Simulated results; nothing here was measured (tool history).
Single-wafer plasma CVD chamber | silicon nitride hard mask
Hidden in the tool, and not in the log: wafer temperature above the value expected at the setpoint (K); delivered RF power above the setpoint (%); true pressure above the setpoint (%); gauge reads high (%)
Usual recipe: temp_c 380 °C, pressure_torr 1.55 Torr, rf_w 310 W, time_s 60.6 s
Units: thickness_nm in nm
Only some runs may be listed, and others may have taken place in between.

run	hour	temp_c	pressure_torr	rf_w	time_s	wafers since the last listed run	hours since the last thermocouple change	hours since the last RF generator calibration	hours since the last manometer calibration	hours since the showerhead was replaced	hours since the gauge calibration	read-back reference wafer on the same gauge, thickness_nm	thickness_nm
1	0.0	380	1.55	310	60.6	0	959.8	439.6	623.3	4306.5	58.5	64.596	74.432
2	44.6	380	1.55	310	60.6	942	1004.4	484.2	667.9	4351.1	103.1	64.652	74.042
3	109.5	380	1.55	310	60.6	1370	1069.3	549.1	732.8	4416.0	168.0	64.604	74.075
4	158.6	380	1.55	310	60.6	1037	1118.4	598.2	781.9	4465.1	217.1	64.597	73.879
5	204.1	380	1.55	310	60.6	961	1163.9	643.7	827.4	4510.6	262.6	64.623	74.184
6	241.5	380	1.55	310	60.6	789	1201.3	681.1	864.8	4548.0	300.0	64.594	73.785
7	287.9	380	1.55	310	60.6	980	1247.7	727.5	911.2	4594.4	346.4	64.601	73.927
8	357.1	380	1.55	310	60.6	1461	1316.9	796.7	980.4	4663.6	415.6	64.601	73.808
9	381.7	380	1.55	310	60.6	519	1341.5	821.3	1005.0	4688.2	440.2	64.580	74.030
10	431.9	380	1.55	290	60.6	1060	1391.7	871.5	1055.2	4738.4	490.4	64.591	68.886
# hour 570.6: RF generator calibrated
# hour 588.6: capacitance manometer re-zeroed and calibrated
11	597.7	380	1.55	310	60.6	3164	1557.5	27.1	9.1	4904.2	656.2	64.585	74.133
12	643.4	380	1.55	310	60.6	965	1603.2	72.8	54.8	4949.9	701.9	64.573	74.614
# hour 679.5: thermocouple changed; heater temperature recalibrated
13	684.2	380	1.55	310	67.7	692	4.7	113.6	95.6	4990.7	742.7	64.611	83.160
14	746.3	386	1.55	310	60.6	1311	66.8	175.7	157.7	5052.8	804.8	64.582	74.320
# hour 770.5: gauge calibrated
# hour 793.3: showerhead replaced
15	793.8	380	1.35	310	60.6	834	114.3	223.2	205.2	0.5	23.3	64.595	72.285
16	819.0	380	1.55	255	54.0	532	139.5	248.4	230.4	25.7	48.5	64.629	53.736
17	882.8	380	1.55	255	54.0	1347	203.3	312.2	294.2	89.5	112.3	64.606	53.646
18	931.3	380	1.55	280	60.6	1024	251.8	360.7	342.7	138.0	160.8	64.618	66.939
19	963.8	391	1.55	295	60.6	686	284.3	393.2	375.2	170.5	193.3	64.593	70.033
20	991.1	372	1.55	290	48.7	576	311.6	420.5	402.5	197.8	220.6	64.595	56.075
21	1031.2	380	1.55	255	60.6	846	351.7	460.6	442.6	237.9	260.7	64.557	60.203
22	1055.4	380	1.55	310	49.9	511	375.9	484.8	466.8	262.1	284.9	64.608	61.385
23	1104.1	380	1.55	355	60.6	1028	424.6	533.5	515.5	310.8	333.6	64.560	83.868
24	1173.1	380	1.34	310	60.6	1457	493.6	602.5	584.5	379.8	402.6	64.624	71.566
25	1207.8	380	1.55	310	60.6	732	528.3	637.2	619.2	414.5	437.3	64.568	74.619

The tool's hidden state at each run:
wafer temperature above the value expected at the setpoint (K): 0 at every run
delivered RF power above the setpoint (%): 0 at every run
gauge reads high (%): 0 at every run
H1: true pressure above the setpoint (%)
run	H1
1	-2.12
2	-2.38
3	-2.79
4	-3.13
5	-3.46
6	-3.74
7	-4.12
8	-4.71
9	-4.93
10	-5.39
11	-0.324
12	-0.337
13	-0.365
14	-0.436
15	-0.513
16	-0.563
17	-0.714
18	-0.853
19	-0.959
20	-1.05
21	-1.21
22	-1.31
23	-1.52
24	-1.86
25	-2.05
